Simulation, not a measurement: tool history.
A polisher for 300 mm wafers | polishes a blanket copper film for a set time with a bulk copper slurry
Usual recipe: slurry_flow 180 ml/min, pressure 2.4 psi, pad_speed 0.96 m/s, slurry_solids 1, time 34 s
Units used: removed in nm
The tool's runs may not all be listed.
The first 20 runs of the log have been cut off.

run	hour	slurry_flow	pressure	pad_speed	slurry_solids	time	wafers since the last listed run	wafers polished on this pad	hours since the slurry nozzle was cleaned	hours since the head pressure was calibrated	hours since the slurry blender was calibrated	incoming thickness of the incoming film, nm	removed
# hour 242.8: slurry nozzle cleaned
21	243.3	155	2.4	0.76	1	34	77	890	0.5	230.9	125.8	4409.3	204.6
22	254.3	180	2.4	0.96	1	34	78	969	11.5	241.9	136.8	4373.7	251
# hour 260.9: worn pad replaced by a new one
23	262.6	180	1.7	0.96	1.3	40	30	11	19.8	250.2	145.1	4373.6	258.8
24	274.3	235	2.4	0.96	1	23	83	95	31.5	261.9	156.8	4324.2	187.9
25	291.9	180	2.4	0.96	1	34	125	221	49.1	279.5	174.4	4448.4	268.4
26	306	235	2.4	0.74	1	34	100	321	63.2	293.6	188.5	4367.6	215.9
# hour 311.6: slurry blender recalibrated
27	346	215	2.4	0.96	1.1	34	271	593	103.2	333.6	34.4	4349.4	275.4
28	355.1	125	2.4	0.96	1	34	64	658	112.3	342.7	43.5	4421.2	254.3
29	367.5	125	2.4	0.96	1	34	88	746	124.7	355.1	55.9	4406.4	254.9
# hour 380: worn pad replaced by a new one
30	380.5	180	2.4	0.96	1	34	64	3	137.7	368.1	68.9	4386.5	269.1

Each row is a separate what-if for the run after 30, all from the same tool condition, not one after another. Results?
A	380.9	180	2.4	0.96	1	34	2	6	138.1	368.5	69.3	4359.8	?
B	380.9	180	3.1	1.2	1	34	2	6	138.1	368.5	69.3	4359.8	?
C	380.9	195	2.4	0.96	1	34	2	6	138.1	368.5	69.3	4359.8	?
D	380.9	240	3.2	0.96	1	34	2	6	138.1	368.5	69.3	4359.8	?

run	removed
A	271.5
B	410.7
C	273.4
D	352.6
Without the tool's unlogged condition, the same runs would have read:
run	removed
A	283.3
B	428.5
C	285.3
D	367.9

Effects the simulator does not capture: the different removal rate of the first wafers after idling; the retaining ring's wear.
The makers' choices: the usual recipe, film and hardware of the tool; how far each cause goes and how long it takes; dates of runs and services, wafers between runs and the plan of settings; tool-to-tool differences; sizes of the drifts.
